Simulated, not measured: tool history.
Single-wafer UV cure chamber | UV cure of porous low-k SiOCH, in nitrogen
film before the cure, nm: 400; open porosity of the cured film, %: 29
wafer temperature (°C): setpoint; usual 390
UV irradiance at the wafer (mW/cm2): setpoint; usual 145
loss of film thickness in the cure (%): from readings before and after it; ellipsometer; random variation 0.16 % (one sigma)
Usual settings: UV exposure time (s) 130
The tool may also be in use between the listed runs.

run   hour  wafer temperature (°C)  UV exposure time (s)  UV irradiance at the wafer (mW/cm2)  wafers since the last listed run  hours since the UV bulbs were replaced  wafers since the quartz window was cleaned  loss of film thickness in the cure (%)
  1      0                     390                   130                                  137                                 0                                  1578.8                                         993                                  12.603
  2   12.4                     390                   130                                  137                                77                                  1591.2                                        1071                                  12.547
  3   26.7                     390                   130                                  137                                89                                  1605.5                                        1160                                  12.503
  4   43.3                     382                   130                                  145                               103                                  1622.1                                        1264                                   12.51
  5   56.6                     382                   130                                  145                                83                                  1635.4                                        1347                                  12.374
  6     69                     390                   130                                  145                                77                                  1647.8                                        1425                                  12.458
  7   81.2                     390                   130                                  115                                76                                    1660                                        1501                                  11.245
      90.1  -- UV bulbs replaced
  8     97                     390                   130                                  115                                48                                     6.9                                        1550                                  11.303
  9  114.1                     406                    95                                  127                               107                                      24                                        1657                                  10.391
     127.7  -- quartz window cleaned
 10  128.2                     399                    95                                  145                                38                                    38.1                                           2                                  12.435
 11  130.6                     390                    60                                  129                                15                                    40.5                                          17                                   9.351
 12  147.3                     390                   130                                  133                               104                                    57.2                                         122                                  13.418
 13  160.3                     385                   175                                  145                                81                                    70.2                                         203                                  15.369
 14  173.9                     390                    65                                  115                                85                                    83.8                                         288                                   8.578

Forecast run 15:
 15  187.6                     390                   105                                  145                                85                                    97.5                                         374                                       ?

Run 15 gave loss of film thickness in the cure (%) 12.593.
Without the tool's hidden state the same run would have given loss of film thickness in the cure (%) 13.177.
